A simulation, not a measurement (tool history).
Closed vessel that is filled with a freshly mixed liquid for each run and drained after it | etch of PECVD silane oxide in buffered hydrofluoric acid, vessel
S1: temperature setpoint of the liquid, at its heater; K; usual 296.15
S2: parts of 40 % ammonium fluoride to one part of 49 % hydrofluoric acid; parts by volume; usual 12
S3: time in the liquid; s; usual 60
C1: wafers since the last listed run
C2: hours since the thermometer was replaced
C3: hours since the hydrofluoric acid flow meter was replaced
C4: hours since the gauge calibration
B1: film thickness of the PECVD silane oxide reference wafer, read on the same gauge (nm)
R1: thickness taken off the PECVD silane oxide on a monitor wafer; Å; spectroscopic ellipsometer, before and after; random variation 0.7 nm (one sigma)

{"run": 1, "hour": 0.0, "S1": 296.15, "S2": 12, "S3": 75, "C1": 0, "C2": 1946.9, "C3": 2274.9, "C4": 335.1, "B1": 29.96, "R1": 1985}
{"run": 2, "hour": 46.7, "S1": 296.15, "S2": 12, "S3": 75, "C1": 6003, "C2": 1993.6, "C3": 2321.6, "C4": 381.8, "B1": 29.99, "R1": 1983.2}
{"run": 3, "hour": 73.3, "S1": 296.15, "S2": 12, "S3": 75, "C1": 3419, "C2": 2020.2, "C3": 2348.2, "C4": 408.4, "B1": 29.97, "R1": 2001.5}
{"run": 4, "hour": 100.5, "S1": 299.15, "S2": 12, "S3": 50, "C1": 3496, "C2": 2047.4, "C3": 2375.4, "C4": 435.6, "B1": 29.99, "R1": 1558.3}
{"run": 5, "hour": 113.9, "S1": 296.15, "S2": 15, "S3": 60, "C1": 1722, "C2": 2060.8, "C3": 2388.8, "C4": 449, "B1": 30, "R1": 1279.6}
{"hour": 135.6, "done": "gauge calibrated"}
{"run": 6, "hour": 144.3, "S1": 296.15, "S2": 15, "S3": 60, "C1": 3907, "C2": 2091.2, "C3": 2419.2, "C4": 8.7, "B1": 30.04, "R1": 1277}
{"hour": 151.6, "done": "thermometer replaced"}
{"run": 7, "hour": 159.6, "S1": 296.15, "S2": 13, "S3": 60, "C1": 1838, "C2": 8, "C3": 2434.5, "C4": 24, "B1": 29.95, "R1": 1456.7}
{"hour": 179.0, "done": "hydrofluoric acid flow meter replaced"}
{"run": 8, "hour": 179.5, "S1": 296.15, "S2": 12, "S3": 60, "C1": 2429, "C2": 27.9, "C3": 0.5, "C4": 43.9, "B1": 30.05, "R1": 1432.4}
{"run": 9, "hour": 193.0, "S1": 294.65, "S2": 12, "S3": 95, "C1": 1735, "C2": 41.4, "C3": 14, "C4": 57.4, "B1": 29.99, "R1": 2071.9}
{"run": 10, "hour": 219.8, "S1": 296.15, "S2": 12, "S3": 60, "C1": 3445, "C2": 68.2, "C3": 40.8, "C4": 84.2, "B1": 30.02, "R1": 1419.7}
{"run": 11, "hour": 255.4, "S1": 296.15, "S2": 12, "S3": 60, "C1": 4576, "C2": 103.8, "C3": 76.4, "C4": 119.8, "B1": 29.99, "R1": 1431.1}
{"run": 12, "hour": 288.7, "S1": 293.65, "S2": 7, "S3": 85, "C1": 4280, "C2": 137.1, "C3": 109.7, "C4": 153.1, "B1": 30, "R1": 2944.5}
{"run": 13, "hour": 312.1, "S1": 296.15, "S2": 17, "S3": 60, "C1": 3008, "C2": 160.5, "C3": 133.1, "C4": 176.5, "B1": 30.04, "R1": 1013.4}
{"run": 14, "hour": 342.1, "S1": 296.15, "S2": 12, "S3": 60, "C1": 3856, "C2": 190.5, "C3": 163.1, "C4": 206.5, "B1": 30, "R1": 1426.4}
{"run": 15, "hour": 361.6, "S1": 294.65, "S2": 16, "S3": 80, "C1": 2506, "C2": 210, "C3": 182.6, "C4": 226, "B1": 29.96, "R1": 1342.6}
{"run": 16, "hour": 379.4, "S1": 292.15, "S2": 12, "S3": 90, "C1": 2288, "C2": 227.8, "C3": 200.4, "C4": 243.8, "B1": 29.98, "R1": 1726.6}

3 ways to go on from here, each from the tool as it stands after run 16. What would each give?
{"run": "A", "hour": 380.1, "S1": 296.15, "S2": 14, "S3": 60, "C1": 89, "C2": 228.5, "C3": 201.1, "C4": 244.5, "B1": "?", "R1": "?"}
{"run": "B", "hour": 380.1, "S1": 296.15, "S2": 9, "S3": 35, "C1": 89, "C2": 228.5, "C3": 201.1, "C4": 244.5, "B1": "?", "R1": "?"}
{"run": "C", "hour": 380.1, "S1": 296.15, "S2": 12, "S3": 80, "C1": 89, "C2": 228.5, "C3": 201.1, "C4": 244.5, "B1": "?", "R1": "?"}

run=A B1=29.99 R1=1240.9
run=B B1=29.99 R1=1076.6
run=C B1=29.99 R1=1924
Without the tool's hidden state the same runs would have given:
run=A R1=1217.8
run=B R1=1054.6
run=C R1=1888.4

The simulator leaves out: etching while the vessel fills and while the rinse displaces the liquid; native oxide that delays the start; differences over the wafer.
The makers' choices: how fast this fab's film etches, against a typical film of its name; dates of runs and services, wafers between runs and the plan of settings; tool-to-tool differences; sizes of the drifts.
